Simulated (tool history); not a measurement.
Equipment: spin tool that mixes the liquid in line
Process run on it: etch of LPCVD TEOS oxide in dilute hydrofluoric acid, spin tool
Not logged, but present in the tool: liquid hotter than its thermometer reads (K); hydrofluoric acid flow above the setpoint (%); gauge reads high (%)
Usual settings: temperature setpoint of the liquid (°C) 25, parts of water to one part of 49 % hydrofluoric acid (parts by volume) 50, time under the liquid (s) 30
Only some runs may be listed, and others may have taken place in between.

run	hour	temperature setpoint of the liquid (°C)	parts of water to one part of 49 % hydrofluoric acid (parts by volume)	time under the liquid (s)	wafers since the last listed run	hours since the thermometer was replaced	hours since the hydrofluoric acid flow meter was replaced	hours since the gauge calibration	read-back film thickness of the LPCVD TEOS oxide reference wafer, read on the same gauge (nm)	thickness taken off the LPCVD TEOS oxide on a monitor wafer (angstrom)
1	0	25	50	30	0	2155.2	977.9	192.8	120	486.1
2	7.4	25	50	20	94	2162.6	985.3	200.2	120.01	324.9
3	22.4	25	50	30	191	2177.6	1000.3	215.2	120.04	485.6
4	70.1	25	50	30	608	2225.3	1048	262.9	119.96	489.2
5	82.6	25	50	30	159	2237.8	1060.5	275.4	119.99	489.2
6	90.6	25	35	30	101	2245.8	1068.5	283.4	119.98	714.1
7	102.6	25	35	30	152	2257.8	1080.5	295.4	119.99	717.1
# hour 111.6: hydrofluoric acid flow meter replaced
8	114.3	25	35	30	136	2269.5	2.7	307.1	119.99	658.6
9	129.7	25	50	30	196	2284.9	18.1	322.5	120	453.9
10	177.3	25	50	30	606	2332.5	65.7	370.1	119.99	455.6
11	194.8	25	50	30	223	2350	83.2	387.6	120.02	459.8
12	208.2	25	50	30	170	2363.4	96.6	401	119.98	456
# hour 221.6: gauge calibrated
# hour 222.1: thermometer replaced
13	223	25	25	40	175	0.9	111.4	1.4	120	1156.8
14	229	25	50	15	76	6.9	117.4	7.4	119.97	209.5
15	239.8	28.5	50	40	137	17.7	128.2	18.2	120	640.6
16	250.5	25	50	30	136	28.4	138.9	28.9	120.01	419.4
17	280.4	23	50	20	381	58.3	168.8	58.8	120.02	257.6
18	288.9	25	50	15	108	66.8	177.3	67.3	119.98	209.3
19	300.6	25	50	30	149	78.5	189	79	120	421.9
20	315	23.5	75	20	183	92.9	203.4	93.4	119.97	170.6
21	323.5	20.5	30	15	108	101.4	211.9	101.9	119.97	299.9
22	330.9	29	70	15	94	108.8	219.3	109.3	119.98	173.6
23	341.6	25	50	30	136	119.5	230	120	120.03	423.8
24	350.5	28	50	45	113	128.4	238.9	128.9	120	715.9
25	360.3	25	50	30	124	138.2	248.7	138.7	119.99	425.3

5 ways to go on from here, each from the tool as it stands after run 25. What would each give?
A	360.7	25	70	30	5	138.6	249.1	139.1	?	?
B	360.7	28	25	20	5	138.6	249.1	139.1	?	?
C	360.7	27	25	20	5	138.6	249.1	139.1	?	?
D	360.7	25	30	30	5	138.6	249.1	139.1	?	?
E	360.7	27	75	15	5	138.6	249.1	139.1	?	?

run	read-back film thickness of the LPCVD TEOS oxide reference wafer, read on the same gauge (nm)	thickness taken off the LPCVD TEOS oxide on a monitor wafer (angstrom)
A	120.02	295.4
B	120.02	662.9
C	120.02	636.4
D	120.02	727.4
E	120.02	148.2
What these runs would have given with no unlogged condition in the tool:
run	thickness taken off the LPCVD TEOS oxide on a monitor wafer (angstrom)
A	280.2
B	629.2
C	604
D	690.1
E	140.6
